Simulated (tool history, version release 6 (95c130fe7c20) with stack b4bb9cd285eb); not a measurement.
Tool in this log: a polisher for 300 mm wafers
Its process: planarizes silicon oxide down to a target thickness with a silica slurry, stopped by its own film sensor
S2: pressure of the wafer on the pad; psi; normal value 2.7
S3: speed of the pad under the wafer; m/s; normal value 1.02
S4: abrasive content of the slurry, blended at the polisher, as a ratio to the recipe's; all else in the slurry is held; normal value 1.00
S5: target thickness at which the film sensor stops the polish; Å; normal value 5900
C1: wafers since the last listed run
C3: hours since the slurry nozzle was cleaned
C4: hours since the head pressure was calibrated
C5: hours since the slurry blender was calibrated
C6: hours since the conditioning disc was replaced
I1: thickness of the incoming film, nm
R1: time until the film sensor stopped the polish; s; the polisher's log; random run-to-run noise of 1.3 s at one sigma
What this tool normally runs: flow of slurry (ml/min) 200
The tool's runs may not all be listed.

{"run": 1, "hour": 0.0, "flow of slurry (ml/min)": 200, "S2": 2.7, "S3": 1.02, "S4": 1.0, "S5": 5900, "C1": 0, "wafers polished on this pad": 488, "C3": 416.9, "C4": 1206.5, "C5": 146.4, "C6": 28.1, "I1": 776.6, "R1": 95.5}
{"run": 2, "hour": 48.1, "flow of slurry (ml/min)": 200, "S2": 2.7, "S3": 1.02, "S4": 0.75, "S5": 5900, "C1": 349, "wafers polished on this pad": 837, "C3": 465.0, "C4": 1254.6, "C5": 194.5, "C6": 76.2, "I1": 771.9, "R1": 115.2}
{"run": 3, "hour": 65.0, "flow of slurry (ml/min)": 200, "S2": 2.7, "S3": 1.02, "S4": 0.75, "S5": 5900, "C1": 122, "wafers polished on this pad": 959, "C3": 481.9, "C4": 1271.5, "C5": 211.4, "C6": 93.1, "I1": 780.9, "R1": 124.5}
{"run": 4, "hour": 72.3, "flow of slurry (ml/min)": 200, "S2": 2.7, "S3": 1.02, "S4": 0.75, "S5": 5900, "C1": 52, "wafers polished on this pad": 1012, "C3": 489.2, "C4": 1278.8, "C5": 218.7, "C6": 100.4, "I1": 774.0, "R1": 120.4}
{"run": 5, "hour": 81.5, "flow of slurry (ml/min)": 200, "S2": 2.7, "S3": 1.02, "S4": 1.0, "S5": 5900, "C1": 66, "wafers polished on this pad": 1079, "C3": 498.4, "C4": 1288.0, "C5": 227.9, "C6": 109.6, "I1": 765.1, "R1": 92.0}
{"hour": 84.4, "done": "slurry nozzle cleaned"}
{"hour": 89.2, "done": "worn pad replaced by a new one"}
{"run": 6, "hour": 92.7, "flow of slurry (ml/min)": 265, "S2": 2.2, "S3": 1.38, "S4": 1.0, "S5": 6490, "C1": 45, "wafers polished on this pad": 25, "C3": 8.3, "C4": 1299.2, "C5": 239.1, "C6": 120.8, "I1": 768.5, "R1": 56.8}
{"run": 7, "hour": 100.8, "flow of slurry (ml/min)": 200, "S2": 2.0, "S3": 0.68, "S4": 1.1, "S5": 5720, "C1": 58, "wafers polished on this pad": 84, "C3": 16.4, "C4": 1307.3, "C5": 247.2, "C6": 128.9, "I1": 781.9, "R1": 173.0}
{"hour": 105.8, "done": "head pressure recalibrated"}
{"run": 8, "hour": 109.0, "flow of slurry (ml/min)": 200, "S2": 2.7, "S3": 1.02, "S4": 1.0, "S5": 5390, "C1": 45, "wafers polished on this pad": 129, "C3": 24.6, "C4": 3.2, "C5": 255.4, "C6": 137.1, "I1": 785.7, "R1": 129.6}
{"run": 9, "hour": 123.5, "flow of slurry (ml/min)": 165, "S2": 1.9, "S3": 0.78, "S4": 1.25, "S5": 5900, "C1": 105, "wafers polished on this pad": 234, "C3": 39.1, "C4": 17.7, "C5": 269.9, "C6": 151.6, "I1": 765.0, "R1": 134.0}
{"run": 10, "hour": 138.1, "flow of slurry (ml/min)": 200, "S2": 1.9, "S3": 1.26, "S4": 1.0, "S5": 5900, "C1": 105, "wafers polished on this pad": 340, "C3": 53.7, "C4": 32.3, "C5": 284.5, "C6": 166.2, "I1": 793.9, "R1": 121.6}
{"run": 11, "hour": 144.4, "flow of slurry (ml/min)": 200, "S2": 2.7, "S3": 1.02, "S4": 1.0, "S5": 5900, "C1": 45, "wafers polished on this pad": 386, "C3": 60.0, "C4": 38.6, "C5": 290.8, "C6": 172.5, "I1": 782.0, "R1": 103.5}
{"run": 12, "hour": 162.0, "flow of slurry (ml/min)": 225, "S2": 2.7, "S3": 1.02, "S4": 1.0, "S5": 5900, "C1": 127, "wafers polished on this pad": 513, "C3": 77.6, "C4": 56.2, "C5": 308.4, "C6": 190.1, "I1": 768.9, "R1": 97.1}
{"run": 13, "hour": 176.4, "flow of slurry (ml/min)": 170, "S2": 2.7, "S3": 1.02, "S4": 1.0, "S5": 5900, "C1": 104, "wafers polished on this pad": 618, "C3": 92.0, "C4": 70.6, "C5": 322.8, "C6": 204.5, "I1": 784.8, "R1": 108.4}
{"run": 14, "hour": 184.8, "flow of slurry (ml/min)": 200, "S2": 2.7, "S3": 1.12, "S4": 1.0, "S5": 6130, "C1": 60, "wafers polished on this pad": 679, "C3": 100.4, "C4": 79.0, "C5": 331.2, "C6": 212.9, "I1": 777.8, "R1": 85.6}
{"run": 15, "hour": 198.9, "flow of slurry (ml/min)": 260, "S2": 2.0, "S3": 1.02, "S4": 1.0, "S5": 6400, "C1": 102, "wafers polished on this pad": 781, "C3": 114.5, "C4": 93.1, "C5": 345.3, "C6": 227.0, "I1": 775.8, "R1": 90.7}
{"run": 16, "hour": 212.9, "flow of slurry (ml/min)": 200, "S2": 2.7, "S3": 1.02, "S4": 1.0, "S5": 5390, "C1": 101, "wafers polished on this pad": 883, "C3": 128.5, "C4": 107.1, "C5": 359.3, "C6": 241.0, "I1": 777.7, "R1": 132.6}
{"run": 17, "hour": 221.3, "flow of slurry (ml/min)": 165, "S2": 1.9, "S3": 0.78, "S4": 1.25, "S5": 5900, "C1": 60, "wafers polished on this pad": 944, "C3": 136.9, "C4": 115.5, "C5": 367.7, "C6": 249.4, "I1": 777.4, "R1": 142.7}
{"hour": 227.7, "done": "slurry blender recalibrated"}
{"hour": 233.9, "done": "worn pad replaced by a new one"}
{"run": 18, "hour": 235.6, "flow of slurry (ml/min)": 250, "S2": 2.7, "S3": 1.02, "S4": 1.0, "S5": 5900, "C1": 60, "wafers polished on this pad": 12, "C3": 151.2, "C4": 129.8, "C5": 7.9, "C6": 263.7, "I1": 781.6, "R1": 94.1}
{"run": 19, "hour": 251.2, "flow of slurry (ml/min)": 200, "S2": 2.7, "S3": 1.02, "S4": 1.0, "S5": 5900, "C1": 113, "wafers polished on this pad": 125, "C3": 166.8, "C4": 145.4, "C5": 23.5, "C6": 279.3, "I1": 778.1, "R1": 97.2}

Forecast run 20:
{"run": 20, "hour": 266.2, "flow of slurry (ml/min)": 200, "S2": 2.7, "S3": 1.02, "S4": 0.9, "S5": 5900, "C1": 108, "wafers polished on this pad": 234, "C3": 181.8, "C4": 160.4, "C5": 38.5, "C6": 294.3, "I1": 771.7, "R1": "?"}

R1: 102.1 s
On a tool with no hidden condition, and with the same random variation, this run would have come out at R1 92.9 s.

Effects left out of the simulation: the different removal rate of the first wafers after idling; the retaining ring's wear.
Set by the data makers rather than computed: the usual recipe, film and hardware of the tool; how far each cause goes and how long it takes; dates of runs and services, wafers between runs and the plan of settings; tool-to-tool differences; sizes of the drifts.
